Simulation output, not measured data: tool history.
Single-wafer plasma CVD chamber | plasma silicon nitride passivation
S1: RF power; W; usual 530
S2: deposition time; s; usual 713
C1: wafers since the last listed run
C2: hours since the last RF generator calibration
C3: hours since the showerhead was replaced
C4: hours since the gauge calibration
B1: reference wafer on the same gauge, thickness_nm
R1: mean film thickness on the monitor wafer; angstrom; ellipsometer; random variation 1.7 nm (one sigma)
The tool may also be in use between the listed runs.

run 1 hour=0 | S1=530 S2=713 | C1=0 C2=985.7 C3=2386 C4=66.7 | B1=1345.36 | R1=11599.45
run 2 hour=10.1 | S1=530 S2=713 | C1=36 C2=995.8 C3=2396.1 C4=76.8 | B1=1344.355 | R1=11603.9
run 3 hour=16.6 | S1=530 S2=713 | C1=23 C2=1002.3 C3=2402.6 C4=83.3 | B1=1344.262 | R1=11592.64
run 4 hour=29.3 | S1=500 S2=808 | C1=46 C2=1015 C3=2415.3 C4=96 | B1=1344.049 | R1=12980.14
run 5 hour=37.9 | S1=500 S2=808 | C1=31 C2=1023.6 C3=2423.9 C4=104.6 | B1=1343.777 | R1=12994.48
-- hour=61.7 RF generator calibrated
run 6 hour=62.2 | S1=500 S2=808 | C1=59 C2=0.5 C3=2448.2 C4=128.9 | B1=1343.401 | R1=12984.31
run 7 hour=69.9 | S1=530 S2=713 | C1=28 C2=8.2 C3=2455.9 C4=136.6 | B1=1343.062 | R1=11628.11
-- hour=80.7 showerhead replaced
run 8 hour=81.2 | S1=570 S2=580 | C1=12 C2=19.5 C3=0.5 C4=147.9 | B1=1343.315 | R1=9576.24
-- hour=90.8 gauge calibrated
run 9 hour=93.9 | S1=425 S2=713 | C1=46 C2=32.2 C3=13.2 C4=3.1 | B1=1348.117 | R1=11081.53
run 10 hour=110.1 | S1=425 S2=713 | C1=58 C2=48.4 C3=29.4 C4=19.3 | B1=1345.779 | R1=11032.82
run 11 hour=150 | S1=425 S2=713 | C1=145 C2=88.3 C3=69.3 C4=59.2 | B1=1342.334 | R1=11023.41
run 12 hour=167.5 | S1=580 S2=851 | C1=63 C2=105.8 C3=86.8 C4=76.7 | B1=1341.882 | R1=14149.94
run 13 hour=176.3 | S1=530 S2=713 | C1=32 C2=114.6 C3=95.6 C4=85.5 | B1=1341.682 | R1=11584.24
run 14 hour=185.9 | S1=505 S2=713 | C1=34 C2=124.2 C3=105.2 C4=95.1 | B1=1340.932 | R1=11471.52

5 ways to go on from here, each from the tool as it stands after run 14. What would each give?
run A hour=186.5 | S1=530 S2=713 | C1=2 C2=124.8 C3=105.8 C4=95.7 | B1=? | R1=?
run B hour=186.5 | S1=445 S2=663 | C1=2 C2=124.8 C3=105.8 C4=95.7 | B1=? | R1=?
run C hour=186.5 | S1=595 S2=838 | C1=2 C2=124.8 C3=105.8 C4=95.7 | B1=? | R1=?
run D hour=186.5 | S1=455 S2=640 | C1=2 C2=124.8 C3=105.8 C4=95.7 | B1=? | R1=?
run E hour=186.5 | S1=615 S2=713 | C1=2 C2=124.8 C3=105.8 C4=95.7 | B1=? | R1=?

run=A B1=1341.236 R1=11601.01
run=B B1=1341.236 R1=10356.89
run=C B1=1341.236 R1=14019.19
run=D B1=1341.236 R1=10048.61
run=E B1=1341.236 R1=12024.55
Without the tool's hidden state the same runs would have given:
run=A R1=11676.75
run=B R1=10424.5
run=C R1=14110.72
run=D R1=10114.21
run=E R1=12103.05

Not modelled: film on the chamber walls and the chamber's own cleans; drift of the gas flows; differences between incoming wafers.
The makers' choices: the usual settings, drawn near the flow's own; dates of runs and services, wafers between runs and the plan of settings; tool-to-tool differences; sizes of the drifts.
